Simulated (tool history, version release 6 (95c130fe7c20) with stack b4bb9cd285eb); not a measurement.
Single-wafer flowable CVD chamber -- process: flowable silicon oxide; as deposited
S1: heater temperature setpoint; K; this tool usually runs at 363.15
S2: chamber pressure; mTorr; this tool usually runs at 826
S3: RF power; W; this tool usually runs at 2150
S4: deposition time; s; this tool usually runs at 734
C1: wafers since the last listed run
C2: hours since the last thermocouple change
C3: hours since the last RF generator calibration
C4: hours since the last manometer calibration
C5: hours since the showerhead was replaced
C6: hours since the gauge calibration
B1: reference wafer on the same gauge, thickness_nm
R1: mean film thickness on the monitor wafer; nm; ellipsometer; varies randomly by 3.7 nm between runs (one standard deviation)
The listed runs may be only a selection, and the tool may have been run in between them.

run    hour      S1    S2    S3   S4   C1      C2      C3      C4      C5      C6       B1       R1
  1     0.0  363.15   826  2150  693    0  1816.0  1179.1  1058.4  3832.0   421.1  696.234  647.177
  2    71.6  363.15   826  2150  693  200  1887.6  1250.7  1130.0  3903.6   492.7  699.609  651.016
  3   168.0  367.15   826  2150  734  269  1984.0  1347.1  1226.4  4000.0   589.1  700.033  605.458
  4   252.1  363.15   826  2150  734  235  2068.1  1431.2  1310.5  4084.1   673.2  700.540  701.551
  5   335.1  363.15   826  2150  734  232  2151.1  1514.2  1393.5  4167.1   756.2  702.018  701.590
  6   386.4  363.15   826  2150  734  143  2202.4  1565.5  1444.8  4218.4   807.5  703.819  698.927
  7   680.0  363.15   826  2150  734  821  2496.0  1859.1  1738.4  4512.0  1101.1  706.721  701.966
  8   727.0  363.15   826  2150  734  131  2543.0  1906.1  1785.4  4559.0  1148.1  706.642  699.142
  9   773.2  363.15   735  2150  734  129  2589.2  1952.3  1831.6  4605.2  1194.3  708.918  623.725
      843.2  -- thermocouple changed; heater temperature recalibrated
 10   855.0  363.15   735  2150  734  206    11.8  2034.1  1913.4  4687.0  1276.1  707.629  626.796
 11   920.4  363.15   826  2150  632  183    77.2  2099.5  1978.8  4752.4  1341.5  709.989  606.092
     1048.6  -- capacitance manometer re-zeroed and calibrated
 12  1094.5  363.15   826  2150  632  465   251.3  2273.6    45.9  4926.5  1515.6  710.656  608.199
 13  1143.2  363.15   826  2150  632  136   300.0  2322.3    94.6  4975.2  1564.3  707.886  605.249
 14  1183.9  363.15   826  2265  734  113   340.7  2363.0   135.3  5015.9  1605.0  709.797  711.600
 15  1224.3  363.15   826  2150  734  113   381.1  2403.4   175.7  5056.3  1645.4  710.127  712.010
     1269.6  -- showerhead replaced
 16  1299.9  351.15   704  2150  734  189   456.7  2479.0   251.3    30.3  1721.0  710.808  870.866
 17  1391.1  363.15   826  2150  734  255   547.9  2570.2   342.5   121.5  1812.2  709.964  704.360
     1402.6  -- gauge calibrated
     1448.3  -- RF generator calibrated
 18  1481.7  363.15   826  2150  734  231   638.5    33.4   433.1   212.1    79.1  682.998  678.450
 19  1698.3  363.15   826  2150  693  606   855.1   250.0   649.7   428.7   295.7  692.261  650.401
 20  1800.6  363.15   937  2150  734  286   957.4   352.3   752.0   531.0   398.0  695.292  782.611
 21  2063.4  378.15   905  2150  836  735  1220.2   615.1  1014.8   793.8   660.8  702.556  508.743
 22  2144.4  363.15  1001  2460  734  226  1301.2   696.1  1095.8   874.8   741.8  703.622  865.739
 23  2250.3  363.15   929  1880  734  296  1407.1   802.0  1201.7   980.7   847.7  704.999  756.789
 24  2338.5  353.15   676  2150  734  246  1495.3   890.2  1289.9  1068.9   935.9  707.186  785.192
 25  2423.5  351.15   658  1850  734  237  1580.3   975.2  1374.9  1153.9  1020.9  707.100  780.825
 26  2481.3  363.15   826  2150  734  161  1638.1  1033.0  1432.7  1211.7  1078.7  707.875  702.251

What if the next run were any one of these 4? Each begins from the tool's condition after run 26:
  A  2481.9  363.15  826  2150  734   1  1638.7  1033.6  1433.3  1212.3  1079.3   ?   ?
  B  2481.9  363.15  826  1965  734   1  1638.7  1033.6  1433.3  1212.3  1079.3   ?   ?
  C  2481.9  363.15  691  1770  734   1  1638.7  1033.6  1433.3  1212.3  1079.3   ?   ?
  D  2481.9  363.15  826  1945  734   1  1638.7  1033.6  1433.3  1212.3  1079.3   ?   ?

run       B1       R1
  A  708.625  702.047
  B  708.625  687.075
  C  708.625  556.184
  D  708.625  685.179
Without the tool's unlogged condition, the same runs would have read:
run       R1
  A  670.175
  B  655.883
  C  530.934
  D  654.073
